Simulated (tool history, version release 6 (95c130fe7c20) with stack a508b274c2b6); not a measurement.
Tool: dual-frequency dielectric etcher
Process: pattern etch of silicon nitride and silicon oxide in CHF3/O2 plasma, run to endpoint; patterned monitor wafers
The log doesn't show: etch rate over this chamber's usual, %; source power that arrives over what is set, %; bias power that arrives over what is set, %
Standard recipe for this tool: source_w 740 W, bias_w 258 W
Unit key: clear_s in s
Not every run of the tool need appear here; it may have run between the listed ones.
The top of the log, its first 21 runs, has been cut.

| run | hour | source_w | bias_w | wafers since the last listed run | hours since the last wet clean | hours since the last source power generator calibration | hours since the last bias power generator calibration | hours since the last upper electrode change | incoming incoming film thickness, nm | clear_s |
|---|---|---|---|---|---|---|---|---|---|---|
| 22 | 319.7 | 560 | 280 | 120 | 169.3 | 121.9 | 75.8 | 61.9 | 251.4 | 159.2 |
| 23 | 331.3 | 610 | 224 | 105 | 180.9 | 133.5 | 87.4 | 73.5 | 250.2 | 169.6 |
| 24 | 339.9 | 630 | 216 | 78 | 189.5 | 142.1 | 96 | 82.1 | 251.5 | 172.6 |
| 25 | 357.3 | 870 | 206 | 158 | 206.9 | 159.5 | 113.4 | 99.5 | 249.1 | 153.9 |
| 26 | 369.2 | 580 | 286 | 108 | 218.8 | 171.4 | 125.3 | 111.4 | 248.6 | 152.7 |
| 27 | 375.9 | 840 | 258 | 61 | 225.5 | 178.1 | 132 | 118.1 | 250.4 | 139 |
| 28 | 386.2 | 860 | 312 | 93 | 235.8 | 188.4 | 142.3 | 128.4 | 248 | 124.9 |
| 29 | 393.7 | 690 | 304 | 68 | 243.3 | 195.9 | 149.8 | 135.9 | 249 | 138.5 |
| 30 | 410.8 | 740 | 258 | 155 | 260.4 | 213 | 166.9 | 153 | 248.3 | 143.6 |
| 31 | 422.4 | 880 | 196 | 105 | 272 | 224.6 | 178.5 | 164.6 | 250.5 | 156 |
| 32 | 429.8 | 740 | 258 | 67 | 279.4 | 232 | 185.9 | 172 | 251.9 | 145.7 |

Consider 5 possible next runs. They are alternatives, not a sequence: every one starts from the tool as it was left by run 32. What does each give?
| A | 430.3 | 740 | 310 | 4 | 279.9 | 232.5 | 186.4 | 172.5 | 251.5 | ? |
| B | 430.3 | 690 | 217 | 4 | 279.9 | 232.5 | 186.4 | 172.5 | 251.5 | ? |
| C | 430.3 | 740 | 236 | 4 | 279.9 | 232.5 | 186.4 | 172.5 | 251.5 | ? |
| D | 430.3 | 800 | 276 | 4 | 279.9 | 232.5 | 186.4 | 172.5 | 251.5 | ? |
| E | 430.3 | 900 | 200 | 4 | 279.9 | 232.5 | 186.4 | 172.5 | 251.5 | ? |

| run | clear_s |
|---|---|
| A | 134 |
| B | 163.6 |
| C | 152.7 |
| D | 137.3 |
| E | 153.1 |
Had the tool no hidden state, the same runs would have come out as:
| run | clear_s |
|---|---|
| A | 137.7 |
| B | 168.1 |
| C | 156.9 |
| D | 141.1 |
| E | 157.3 |

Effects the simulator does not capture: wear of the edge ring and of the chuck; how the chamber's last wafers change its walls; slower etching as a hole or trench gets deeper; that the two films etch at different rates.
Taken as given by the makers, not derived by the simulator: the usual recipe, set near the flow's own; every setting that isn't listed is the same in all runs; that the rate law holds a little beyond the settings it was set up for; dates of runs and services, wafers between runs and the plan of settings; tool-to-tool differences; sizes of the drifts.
